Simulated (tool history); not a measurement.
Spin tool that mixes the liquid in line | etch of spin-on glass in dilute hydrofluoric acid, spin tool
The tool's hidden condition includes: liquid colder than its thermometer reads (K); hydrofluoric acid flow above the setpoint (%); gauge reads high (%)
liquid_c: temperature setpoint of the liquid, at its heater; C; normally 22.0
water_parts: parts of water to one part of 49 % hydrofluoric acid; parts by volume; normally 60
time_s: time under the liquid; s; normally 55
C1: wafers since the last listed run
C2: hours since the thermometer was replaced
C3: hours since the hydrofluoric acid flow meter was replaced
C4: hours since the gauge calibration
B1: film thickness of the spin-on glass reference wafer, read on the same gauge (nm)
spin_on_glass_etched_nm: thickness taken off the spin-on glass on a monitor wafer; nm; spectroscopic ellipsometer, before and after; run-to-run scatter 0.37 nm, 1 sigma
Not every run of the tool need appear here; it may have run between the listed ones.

Run 1, hour 0.0: usual settings; C1 0; C2 805.0; C3 1899.4; C4 495.1; B1 49.99. Result: spin_on_glass_etched_nm 55.10 nm.
Run 2, hour 38.1: usual settings; C1 314; C2 843.1; C3 1937.5; C4 533.2; B1 50.01. Result: spin_on_glass_etched_nm 55.60 nm.
Run 3, hour 87.7: usual settings; C1 409; C2 892.7; C3 1987.1; C4 582.8; B1 50.04. Result: spin_on_glass_etched_nm 55.73 nm.
Run 4, hour 132.6: usual settings; C1 370; C2 937.6; C3 2032.0; C4 627.7; B1 49.99. Result: spin_on_glass_etched_nm 55.15 nm.
Run 5, hour 171.6: usual settings; C1 321; C2 976.6; C3 2071.0; C4 666.7; B1 50.01. Result: spin_on_glass_etched_nm 55.55 nm.
Run 6, hour 205.1: usual settings; C1 276; C2 1010.1; C3 2104.5; C4 700.2; B1 49.99. Result: spin_on_glass_etched_nm 56.91 nm.
Run 7, hour 239.0: usual settings but liquid_c 18.5 C; C1 279; C2 1044.0; C3 2138.4; C4 734.1; B1 50.02. Result: spin_on_glass_etched_nm 47.98 nm.
Run 8, hour 302.3: usual settings but liquid_c 18.5 C; C1 522; C2 1107.3; C3 2201.7; C4 797.4; B1 49.99. Result: spin_on_glass_etched_nm 49.02 nm.
Run 9, hour 360.1: usual settings but liquid_c 18.5 C; C1 477; C2 1165.1; C3 2259.5; C4 855.2; B1 49.97. Result: spin_on_glass_etched_nm 48.30 nm.
At hour 383.7: hydrofluoric acid flow meter replaced.
Run 10, hour 393.0: usual settings but time_s 30 s; C1 263; C2 1198.0; C3 9.3; C4 888.1; B1 49.96. Result: spin_on_glass_etched_nm 28.34 nm.
Run 11, hour 423.5: usual settings but time_s 30 s; C1 251; C2 1228.5; C3 39.8; C4 918.6; B1 49.99. Result: spin_on_glass_etched_nm 28.49 nm.
Run 12, hour 482.3: usual settings but time_s 30 s; C1 485; C2 1287.3; C3 98.6; C4 977.4; B1 49.96. Result: spin_on_glass_etched_nm 28.90 nm.
Run 13, hour 570.9: usual settings but liquid_c 26.0 C, water_parts 75 parts by volume, time_s 90 s; C1 731; C2 1375.9; C3 187.2; C4 1066.0; B1 50.01. Result: spin_on_glass_etched_nm 78.55 nm.
At hour 580.1: thermometer replaced.
Run 14, hour 608.9: usual settings but liquid_c 26.0 C, water_parts 40 parts by volume, time_s 70 s; C1 305; C2 28.8; C3 225.2; C4 1104.0; B1 49.99. Result: spin_on_glass_etched_nm 121.47 nm.
Run 15, hour 645.3: usual settings but time_s 40 s; C1 300; C2 65.2; C3 261.6; C4 1140.4; B1 50.00. Result: spin_on_glass_etched_nm 38.45 nm.
Run 16, hour 699.2: usual settings but liquid_c 17.0 C, time_s 30 s; C1 444; C2 119.1; C3 315.5; C4 1194.3; B1 50.02. Result: spin_on_glass_etched_nm 23.39 nm.
Run 17, hour 727.8: usual settings but liquid_c 17.5 C, water_parts 80 parts by volume; C1 236; C2 147.7; C3 344.1; C4 1222.9; B1 50.01. Result: spin_on_glass_etched_nm 32.25 nm.
At hour 728.8: gauge calibrated.
Run 18, hour 785.5: usual settings but liquid_c 19.0 C, time_s 45 s; C1 476; C2 205.4; C3 401.8; C4 56.7; B1 49.99. Result: spin_on_glass_etched_nm 38.12 nm.
Run 19, hour 854.0: usual settings but liquid_c 26.0 C, water_parts 40 parts by volume, time_s 70 s; C1 565; C2 273.9; C3 470.3; C4 125.2; B1 50.02. Result: spin_on_glass_etched_nm 122.34 nm.
Run 20, hour 918.7: usual settings but water_parts 50 parts by volume, time_s 80 s; C1 533; C2 338.6; C3 535.0; C4 189.9; B1 50.03. Result: spin_on_glass_etched_nm 93.37 nm.
Run 21, hour 950.5: usual settings but liquid_c 19.5 C, water_parts 90 parts by volume, time_s 20 s; C1 262; C2 370.4; C3 566.8; C4 221.7; B1 49.96. Result: spin_on_glass_etched_nm 11.43 nm.
Run 22, hour 999.9: usual settings but liquid_c 17.5 C, water_parts 45 parts by volume, time_s 25 s; C1 407; C2 419.8; C3 616.2; C4 271.1; B1 50.02. Result: spin_on_glass_etched_nm 27.33 nm.
Run 23, hour 1031.6: usual settings but water_parts 50 parts by volume; C1 261; C2 451.5; C3 647.9; C4 302.8; B1 50.00. Result: spin_on_glass_etched_nm 65.02 nm.
Run 24, hour 1079.6: usual settings; C1 396; C2 499.5; C3 695.9; C4 350.8; B1 50.02. Result: spin_on_glass_etched_nm 53.83 nm.

What if the next run were any one of these 5? Each begins from the tool's condition after run 24:
Run A, hour 1080.0: usual settings; C1 3; C2 499.9; C3 696.3; C4 351.2; B1 ?. Result: spin_on_glass_etched_nm ?.
Run B, hour 1080.0: usual settings but water_parts 85 parts by volume; C1 3; C2 499.9; C3 696.3; C4 351.2; B1 ?. Result: spin_on_glass_etched_nm ?.
Run C, hour 1080.0: usual settings but liquid_c 20.5 C, time_s 45 s; C1 3; C2 499.9; C3 696.3; C4 351.2; B1 ?. Result: spin_on_glass_etched_nm ?.
Run D, hour 1080.0: usual settings but liquid_c 25.5 C, water_parts 35 parts by volume; C1 3; C2 499.9; C3 696.3; C4 351.2; B1 ?. Result: spin_on_glass_etched_nm ?.
Run E, hour 1080.0: usual settings but liquid_c 19.5 C, water_parts 80 parts by volume, time_s 70 s; C1 3; C2 499.9; C3 696.3; C4 351.2; B1 ?. Result: spin_on_glass_etched_nm ?.

run     B1  spin_on_glass_etched_nm
  A  50.01                    53.84
  B  50.01                    36.90
  C  50.01                    41.37
  D  50.01                   110.16
  E  50.01                    45.25
With no hidden state in the tool, these same runs would have given:
run  spin_on_glass_etched_nm
  A                    51.84
  B                    35.49
  C                    39.84
  D                   106.14
  E                    43.54
